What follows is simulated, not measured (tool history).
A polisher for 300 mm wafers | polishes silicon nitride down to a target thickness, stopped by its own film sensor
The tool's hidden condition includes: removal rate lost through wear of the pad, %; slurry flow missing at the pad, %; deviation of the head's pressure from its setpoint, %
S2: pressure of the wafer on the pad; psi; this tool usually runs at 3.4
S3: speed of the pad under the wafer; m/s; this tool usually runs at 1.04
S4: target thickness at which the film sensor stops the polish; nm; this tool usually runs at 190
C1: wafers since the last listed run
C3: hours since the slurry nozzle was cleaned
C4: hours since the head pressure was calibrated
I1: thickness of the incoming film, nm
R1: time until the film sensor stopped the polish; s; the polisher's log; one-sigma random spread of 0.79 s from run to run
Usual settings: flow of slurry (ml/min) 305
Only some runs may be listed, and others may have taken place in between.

{"run": 1, "day": 0.0, "flow of slurry (ml/min)": 245, "S2": 3.4, "S3": 1.04, "S4": 190, "C1": 0, "wafers polished on this pad": 597, "C3": 276.4, "C4": 979.6, "I1": 368.3, "R1": 98.5}
{"run": 2, "day": 2.908, "flow of slurry (ml/min)": 245, "S2": 3.4, "S3": 1.04, "S4": 190, "C1": 736, "wafers polished on this pad": 1334, "C3": 346.2, "C4": 1049.4, "I1": 360.6, "R1": 97.6}
{"day": 3.108, "done": "worn pad replaced by a new one"}
{"run": 3, "day": 5.288, "flow of slurry (ml/min)": 305, "S2": 3.4, "S3": 1.04, "S4": 190, "C1": 560, "wafers polished on this pad": 551, "C3": 403.3, "C4": 1106.5, "I1": 364.2, "R1": 94.0}
{"run": 4, "day": 6.404, "flow of slurry (ml/min)": 305, "S2": 2.5, "S3": 1.04, "S4": 190, "C1": 282, "wafers polished on this pad": 834, "C3": 430.1, "C4": 1133.3, "I1": 352.1, "R1": 121.0}
{"day": 9.008, "done": "worn pad replaced by a new one"}
{"run": 5, "day": 9.108, "flow of slurry (ml/min)": 305, "S2": 2.5, "S3": 1.04, "S4": 190, "C1": 642, "wafers polished on this pad": 25, "C3": 495.0, "C4": 1198.2, "I1": 358.0, "R1": 116.1}
{"run": 6, "day": 11.104, "flow of slurry (ml/min)": 305, "S2": 3.4, "S3": 0.8, "S4": 190, "C1": 505, "wafers polished on this pad": 530, "C3": 542.9, "C4": 1246.1, "I1": 353.2, "R1": 108.9}
{"run": 7, "day": 12.512, "flow of slurry (ml/min)": 305, "S2": 3.4, "S3": 1.04, "S4": 190, "C1": 356, "wafers polished on this pad": 887, "C3": 576.7, "C4": 1279.9, "I1": 365.0, "R1": 97.6}
{"day": 12.667, "done": "head pressure recalibrated"}
{"day": 13.033, "done": "slurry nozzle cleaned"}
{"run": 8, "day": 14.988, "flow of slurry (ml/min)": 305, "S2": 3.4, "S3": 0.88, "S4": 168, "C1": 595, "wafers polished on this pad": 1482, "C3": 46.9, "C4": 55.7, "I1": 356.0, "R1": 120.2}
{"day": 15.692, "done": "worn pad replaced by a new one"}
{"run": 9, "day": 17.208, "flow of slurry (ml/min)": 305, "S2": 3.4, "S3": 0.72, "S4": 238, "C1": 520, "wafers polished on this pad": 384, "C3": 100.2, "C4": 109.0, "I1": 359.7, "R1": 88.4}
{"run": 10, "day": 20.192, "flow of slurry (ml/min)": 335, "S2": 3.4, "S3": 0.94, "S4": 155, "C1": 755, "wafers polished on this pad": 1139, "C3": 171.8, "C4": 180.6, "I1": 360.6, "R1": 125.1}
{"day": 21.262, "done": "worn pad replaced by a new one"}
{"run": 11, "day": 21.292, "flow of slurry (ml/min)": 335, "S2": 3.4, "S3": 1.34, "S4": 151, "C1": 236, "wafers polished on this pad": 7, "C3": 198.2, "C4": 207.0, "I1": 359.3, "R1": 88.8}
{"run": 12, "day": 22.458, "flow of slurry (ml/min)": 305, "S2": 2.5, "S3": 1.04, "S4": 190, "C1": 295, "wafers polished on this pad": 302, "C3": 226.2, "C4": 235.0, "I1": 364.7, "R1": 128.1}
{"run": 13, "day": 25.421, "flow of slurry (ml/min)": 305, "S2": 3.4, "S3": 0.7, "S4": 190, "C1": 750, "wafers polished on this pad": 1052, "C3": 297.3, "C4": 306.1, "I1": 362.1, "R1": 133.6}
{"run": 14, "day": 26.442, "flow of slurry (ml/min)": 215, "S2": 4.4, "S3": 1.04, "S4": 168, "C1": 258, "wafers polished on this pad": 1311, "C3": 321.8, "C4": 330.6, "I1": 360.8, "R1": 87.5}
{"day": 28.258, "done": "worn pad replaced by a new one"}
{"run": 15, "day": 28.908, "flow of slurry (ml/min)": 235, "S2": 3.0, "S3": 1.34, "S4": 222, "C1": 582, "wafers polished on this pad": 164, "C3": 381.0, "C4": 389.8, "I1": 362.5, "R1": 68.9}
{"run": 16, "day": 31.638, "flow of slurry (ml/min)": 210, "S2": 4.3, "S3": 1.38, "S4": 172, "C1": 691, "wafers polished on this pad": 855, "C3": 446.5, "C4": 455.3, "I1": 359.1, "R1": 68.0}

Entry by entry between the runs, the difference in hidden state between the last listed run before and the first listed run after:
From run 2 to run 3: worn pad replaced by a new one (day 3.108)
  removal rate lost through wear of the pad, %: 8.75 -> 6.43
  what was measured, less what the result would be without the hidden state, R1: +8.5 -> +6.0 s
From run 4 to run 5: worn pad replaced by a new one (day 9.008)
  removal rate lost through wear of the pad, %: 7.81 -> 0.615
  what was measured, less what the result would be without the hidden state, R1: +9.5 -> +0.7 s
From run 7 to run 8: head pressure recalibrated (day 12.667); slurry nozzle cleaned (day 13.033)
  removal rate lost through wear of the pad, %: 7.85 -> 9.1
  what was measured, less what the result would be without the hidden state, R1: +7.7 -> +10.9 s
From run 8 to run 9: worn pad replaced by a new one (day 15.692)
  removal rate lost through wear of the pad, %: 9.1 -> 6.09
  what was measured, less what the result would be without the hidden state, R1: +10.9 -> +5.4 s
From run 10 to run 11: worn pad replaced by a new one (day 21.262)
  removal rate lost through wear of the pad, %: 9.58 -> 2.21
  what was measured, less what the result would be without the hidden state, R1: +12.0 -> +2.0 s
From run 14 to run 15: worn pad replaced by a new one (day 28.258)
  removal rate lost through wear of the pad, %: 10.7 -> 3.2
  what was measured, less what the result would be without the hidden state, R1: +9.4 -> +2.2 s
